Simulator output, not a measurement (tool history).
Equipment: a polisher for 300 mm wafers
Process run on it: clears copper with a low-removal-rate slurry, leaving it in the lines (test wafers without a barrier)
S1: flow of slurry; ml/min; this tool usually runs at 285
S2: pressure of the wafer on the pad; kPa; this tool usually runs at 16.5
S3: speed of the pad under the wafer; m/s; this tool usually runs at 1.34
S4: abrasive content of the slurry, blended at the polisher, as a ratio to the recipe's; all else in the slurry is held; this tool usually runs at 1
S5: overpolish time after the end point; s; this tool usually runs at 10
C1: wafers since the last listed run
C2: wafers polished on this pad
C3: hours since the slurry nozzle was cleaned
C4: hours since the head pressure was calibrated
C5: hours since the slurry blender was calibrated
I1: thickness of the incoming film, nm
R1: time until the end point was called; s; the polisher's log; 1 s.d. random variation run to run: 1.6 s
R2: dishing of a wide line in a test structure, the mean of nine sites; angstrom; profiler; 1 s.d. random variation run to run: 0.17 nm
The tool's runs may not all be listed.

run	day	S1	S2	S3	S4	S5	C1	C2	C3	C4	C5	I1	R1	R2
1	0	285	16.5	1.34	1	10	0	146	807.5	779.1	7.8	283.6	118.2	139
# day 1.417: slurry nozzle cleaned
2	1.796	285	16.5	1.34	1	10	264	410	9.1	822.2	50.9	288.7	109.5	148
3	3.604	285	16.5	1.7	1	10	273	683	52.5	865.6	94.3	289.5	97	159
4	4.758	285	16.5	1.7	1	10	174	858	80.2	893.3	122	284.6	95.7	163
# day 7.162: slurry blender recalibrated
# day 7.575: worn pad replaced by a new one
5	13.642	285	16.5	1.7	1	10	1303	915	293.4	1106.5	155.5	285.2	95.3	158
# day 14.929: slurry blender recalibrated
# day 15.521: worn pad replaced by a new one
6	15.883	285	16.5	1.34	1	10	300	54	347.2	1160.3	22.9	290.4	100.9	155
7	18.846	285	16.5	1.34	1	10	447	502	418.3	1231.4	94	282.3	110.3	148
8	21.517	285	16.5	1.34	1	10	403	905	482.4	1295.5	158.1	283.4	112	146
# day 22.746: worn pad replaced by a new one
9	22.771	285	16.5	1.1	1	10	164	3	512.5	1325.6	188.2	289.3	121.5	140
# day 23.096: slurry blender recalibrated
# day 24.071: head pressure recalibrated
10	24.092	285	16.5	1.34	1	10	174	177	544.2	0.5	23.9	286.1	109.2	149
11	25.792	285	16.5	1	1	5	256	434	585	41.3	64.7	286.4	131.7	73
12	27.604	245	13.1	1.34	1	10	273	708	628.5	84.8	108.2	284.1	147.2	116
# day 28.283: slurry nozzle cleaned
13	29.2	210	15.2	1.02	1	12	234	942	22	123.1	146.5	284.9	145.9	137
14	31.288	285	16.5	1.34	0.85	10	315	1258	72.1	173.2	196.6	286.9	113.2	140
# day 31.754: worn pad replaced by a new one
# day 31.938: slurry blender recalibrated
15	33.071	285	16.5	1.34	1	10	231	186	114.9	216	27.2	284	104	153
16	34.775	285	14.5	1.12	1	10	257	443	155.8	256.9	68.1	288.1	138.1	124
17	36.175	330	20.7	1.6	1	13	211	654	189.4	290.5	101.7	290.2	77.9	208
18	38.9	255	16.5	1.34	1	10	411	1066	254.8	355.9	167.1	280.6	110.2	142
# day 39.246: worn pad replaced by a new one
19	40.446	220	13.1	1.76	1	10	208	181	291.9	393	204.2	288.7	118.6	139

Predict each of these 4 candidate next runs independently; none follows another, all start after run 19:
A	40.467	285	22.1	1.34	1	10	3	184	292.4	393.5	204.7	283.8	?	?
B	40.467	260	18.6	1.34	1	10	3	184	292.4	393.5	204.7	283.8	?	?
C	40.467	285	16.5	1.34	1	8	3	184	292.4	393.5	204.7	283.8	?	?
D	40.467	285	15.2	1.7	1.1	6	3	184	292.4	393.5	204.7	283.8	?	?

run	R1	R2
A	79.6	178
B	95.4	158
C	106.1	125
D	97.3	107
Stripped of hidden state, with their random variation kept, the same runs would have yielded:
run	R1	R2
A	74.9	184
B	89.6	164
C	99.8	131
D	91.5	113
